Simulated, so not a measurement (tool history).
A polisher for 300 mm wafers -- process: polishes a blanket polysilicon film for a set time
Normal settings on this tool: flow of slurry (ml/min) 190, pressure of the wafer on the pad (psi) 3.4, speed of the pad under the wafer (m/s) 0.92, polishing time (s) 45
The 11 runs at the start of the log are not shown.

| run | hour | flow of slurry (ml/min) | pressure of the wafer on the pad (psi) | speed of the pad under the wafer (m/s) | polishing time (s) | wafers since the last listed run | wafers polished on this pad | hours since the slurry nozzle was cleaned | hours since the head pressure was calibrated | incoming thickness of the incoming film, nm | film removed (nm) |
|---|---|---|---|---|---|---|---|---|---|---|---|
| 12 | 654.4 | 220 | 3.4 | 0.92 | 45 | 397 | 902 | 477.4 | 469.6 | 1170.8 | 360.2 |
|  | 697.0 | head pressure recalibrated |
|  | 718.1 | slurry nozzle cleaned |
| 13 | 722.4 | 220 | 3.4 | 0.92 | 45 | 533 | 1435 | 4.3 | 25.4 | 1195.1 | 373.6 |
| 14 | 848.9 | 190 | 3.4 | 0.92 | 33 | 1037 | 2472 | 130.8 | 151.9 | 1173.7 | 260.0 |
| 15 | 887.5 | 190 | 3.4 | 0.92 | 33 | 316 | 2789 | 169.4 | 190.5 | 1190.4 | 249.8 |
| 16 | 914.5 | 190 | 3.4 | 0.92 | 33 | 221 | 3010 | 196.4 | 217.5 | 1178.6 | 249.9 |
|  | 955.2 | worn pad replaced by a new one |
| 17 | 955.7 | 190 | 3.4 | 0.92 | 45 | 305 | 3 | 237.6 | 258.7 | 1184.0 | 343.5 |
| 18 | 998.5 | 190 | 3.4 | 0.92 | 34 | 351 | 355 | 280.4 | 301.5 | 1180.7 | 257.8 |
| 19 | 1032.4 | 190 | 3.4 | 0.92 | 39 | 278 | 633 | 314.3 | 335.4 | 1183.6 | 287.7 |
| 20 | 1083.6 | 190 | 3.4 | 0.92 | 45 | 419 | 1052 | 365.5 | 386.6 | 1167.8 | 332.7 |
|  | 1191.3 | head pressure recalibrated |
| 21 | 1209.9 | 190 | 3.4 | 0.92 | 45 | 1019 | 2072 | 491.8 | 18.6 | 1171.0 | 378.1 |
| 22 | 1259.5 | 190 | 3.4 | 0.92 | 45 | 406 | 2479 | 541.4 | 68.2 | 1182.5 | 365.4 |
| 23 | 1283.9 | 165 | 4.2 | 0.66 | 56 | 200 | 2679 | 565.8 | 92.6 | 1182.6 | 435.4 |
|  | 1305.3 | slurry nozzle cleaned |
| 24 | 1327.5 | 190 | 3.9 | 0.92 | 45 | 349 | 3028 | 22.2 | 136.2 | 1186.9 | 410.3 |
| 25 | 1374.5 | 165 | 3.4 | 0.74 | 45 | 385 | 3414 | 69.2 | 183.2 | 1180.2 | 301.7 |
|  | 1388.1 | worn pad replaced by a new one |
| 26 | 1408.8 | 235 | 4.3 | 1.06 | 52 | 248 | 169 | 103.5 | 217.5 | 1188.2 | 599.1 |
| 27 | 1468.1 | 240 | 3.1 | 0.80 | 34 | 486 | 656 | 162.8 | 276.8 | 1174.9 | 224.1 |
| 28 | 1509.5 | 190 | 3.4 | 0.92 | 45 | 339 | 995 | 204.2 | 318.2 | 1173.8 | 346.7 |
| 29 | 1573.3 | 140 | 3.4 | 1.18 | 45 | 523 | 1519 | 268.0 | 382.0 | 1163.1 | 388.5 |
|  | 1653.6 | head pressure recalibrated |
| 30 | 1765.2 | 150 | 2.3 | 0.92 | 51 | 1557 | 3076 | 459.9 | 111.6 | 1176.8 | 270.6 |
| 31 | 1795.6 | 220 | 2.2 | 0.92 | 41 | 249 | 3326 | 490.3 | 142.0 | 1193.6 | 220.5 |
|  | 1810.9 | worn pad replaced by a new one |
| 32 | 1821.9 | 245 | 4.6 | 1.08 | 56 | 182 | 89 | 516.6 | 168.3 | 1174.6 | 700.4 |
|  | 1825.8 | slurry nozzle cleaned |
| 33 | 1851.4 | 165 | 3.4 | 0.92 | 36 | 233 | 323 | 25.6 | 197.8 | 1194.0 | 282.5 |
| 34 | 1919.2 | 190 | 3.4 | 1.12 | 45 | 556 | 879 | 93.4 | 265.6 | 1165.1 | 414.1 |
| 35 | 1946.0 | 170 | 3.4 | 0.74 | 45 | 219 | 1099 | 120.2 | 292.4 | 1193.8 | 307.2 |

Alternative continuations, all from the tool just after run 35; predict every row:
| A | 1946.4 | 190 | 3.4 | 0.92 | 45 | 3 | 1102 | 120.6 | 292.8 | 1179.7 | ? |
| B | 1946.4 | 190 | 3.4 | 0.82 | 45 | 3 | 1102 | 120.6 | 292.8 | 1179.7 | ? |
| C | 1946.4 | 190 | 2.3 | 0.66 | 45 | 3 | 1102 | 120.6 | 292.8 | 1179.7 | ? |
| D | 1946.4 | 190 | 4.6 | 1.12 | 45 | 3 | 1102 | 120.6 | 292.8 | 1179.7 | ? |
| E | 1946.4 | 135 | 3.4 | 0.82 | 58 | 3 | 1102 | 120.6 | 292.8 | 1179.7 | ? |

| run | film removed (nm) |
|---|---|
| A | 358.0 |
| B | 331.9 |
| C | 196.3 |
| D | 554.8 |
| E | 401.3 |
What these runs would have given with no unlogged condition in the tool:
| run | film removed (nm) |
|---|---|
| A | 389.2 |
| B | 360.9 |
| C | 213.5 |
| D | 603.3 |
| E | 436.4 |
